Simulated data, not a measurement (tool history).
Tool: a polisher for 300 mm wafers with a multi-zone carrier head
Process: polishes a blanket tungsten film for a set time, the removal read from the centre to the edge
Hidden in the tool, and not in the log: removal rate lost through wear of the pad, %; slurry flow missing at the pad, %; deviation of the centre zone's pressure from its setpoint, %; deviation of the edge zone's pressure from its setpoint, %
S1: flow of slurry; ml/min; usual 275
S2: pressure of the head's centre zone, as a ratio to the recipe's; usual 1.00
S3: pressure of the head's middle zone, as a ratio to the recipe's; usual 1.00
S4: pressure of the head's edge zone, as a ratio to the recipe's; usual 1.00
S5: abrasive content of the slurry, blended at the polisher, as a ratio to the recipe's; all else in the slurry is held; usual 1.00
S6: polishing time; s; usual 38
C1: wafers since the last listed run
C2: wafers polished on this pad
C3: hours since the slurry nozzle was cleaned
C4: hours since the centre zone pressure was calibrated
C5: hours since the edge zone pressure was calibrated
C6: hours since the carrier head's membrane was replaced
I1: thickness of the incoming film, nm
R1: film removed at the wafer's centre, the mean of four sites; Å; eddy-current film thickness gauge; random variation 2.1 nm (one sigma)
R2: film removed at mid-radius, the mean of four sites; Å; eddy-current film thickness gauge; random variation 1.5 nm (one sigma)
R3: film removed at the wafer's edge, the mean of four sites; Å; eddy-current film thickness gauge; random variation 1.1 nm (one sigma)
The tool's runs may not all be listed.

run	hour	S1	S2	S3	S4	S5	S6	C1	C2	C3	C4	C5	C6	I1	R1	R2	R3
1	0.0	275	1.00	1.00	1.00	1.00	38	0	1419	25.6	889.5	390.2	1616.9	1073.7	1643	1595	1633
# hour 21.1: worn pad replaced by a new one
2	29.1	275	1.00	1.00	1.00	1.00	38	284	90	54.7	918.6	419.3	1646.0	1076.7	1623	1564	1618
3	92.4	275	1.00	1.00	1.00	1.00	38	716	807	118.0	981.9	482.6	1709.3	1067.1	1658	1609	1614
4	132.7	275	1.00	1.00	1.00	1.00	38	456	1264	158.3	1022.2	522.9	1749.6	1081.4	1633	1586	1614
# hour 137.1: worn pad replaced by a new one
5	194.8	275	1.00	1.00	1.00	1.00	38	658	653	220.4	1084.3	585.0	1811.7	1081.3	1627	1581	1591
6	235.1	275	1.00	1.00	1.00	1.00	38	456	1109	260.7	1124.6	625.3	1852.0	1068.5	1551	1531	1590
# hour 260.6: worn pad replaced by a new one
7	286.6	275	1.00	1.00	1.00	1.00	38	537	294	312.2	1176.1	676.8	1903.5	1082.3	1605	1528	1555
8	321.0	275	1.00	1.00	1.00	1.00	47	389	684	346.6	1210.5	711.2	1937.9	1056.1	1922	1916	1953
# hour 334.5: carrier head's membrane replaced by a new one
# hour 357.6: slurry nozzle cleaned
9	380.5	365	1.00	1.00	0.90	0.75	38	605	1290	22.9	1270.0	770.7	46.0	1091.0	1545	1484	1461
# hour 395.5: worn pad replaced by a new one
# hour 405.3: edge zone pressure recalibrated
10	451.7	275	0.92	1.00	1.00	1.00	38	738	613	94.1	1341.2	46.4	117.2	1066.4	1495	1604	1608
# hour 476.7: centre zone pressure recalibrated
11	495.0	275	1.00	1.00	1.00	1.00	38	467	1081	137.4	18.3	89.7	160.5	1074.3	1593	1594	1603
12	521.1	275	0.91	0.89	1.00	1.10	34	295	1376	163.5	44.4	115.8	186.6	1060.1	1336	1306	1473
# hour 532.2: worn pad replaced by a new one
13	575.5	275	1.00	1.00	1.06	1.00	38	570	490	217.9	98.8	170.2	241.0	1051.2	1595	1535	1627
14	601.9	275	1.00	1.00	1.05	0.90	38	299	789	244.3	125.2	196.6	267.4	1069.3	1569	1484	1577
# hour 657.7: worn pad replaced by a new one
15	664.2	365	1.03	1.00	1.00	1.00	34	660	73	306.6	187.5	258.9	329.7	1075.2	1503	1429	1446

4 ways to go on from here, each from the tool as it stands after run 15. What would each give?
A	664.6	275	1.00	1.00	1.00	1.00	38	4	77	307.0	187.9	259.3	330.1	1085.7	?	?	?
B	664.6	350	1.00	0.95	0.96	1.00	38	4	77	307.0	187.9	259.3	330.1	1085.7	?	?	?
C	664.6	275	0.94	1.00	0.88	1.00	38	4	77	307.0	187.9	259.3	330.1	1085.7	?	?	?
D	664.6	370	1.00	1.04	1.00	1.25	38	4	77	307.0	187.9	259.3	330.1	1085.7	?	?	?

run	R1	R2	R3
A	1598	1504	1578
B	1657	1491	1593
C	1501	1505	1502
D	1774	1718	1726
Without the tool's hidden state the same runs would have given:
run	R1	R2	R3
A	1667	1564	1624
B	1713	1536	1629
C	1567	1564	1546
D	1830	1767	1764

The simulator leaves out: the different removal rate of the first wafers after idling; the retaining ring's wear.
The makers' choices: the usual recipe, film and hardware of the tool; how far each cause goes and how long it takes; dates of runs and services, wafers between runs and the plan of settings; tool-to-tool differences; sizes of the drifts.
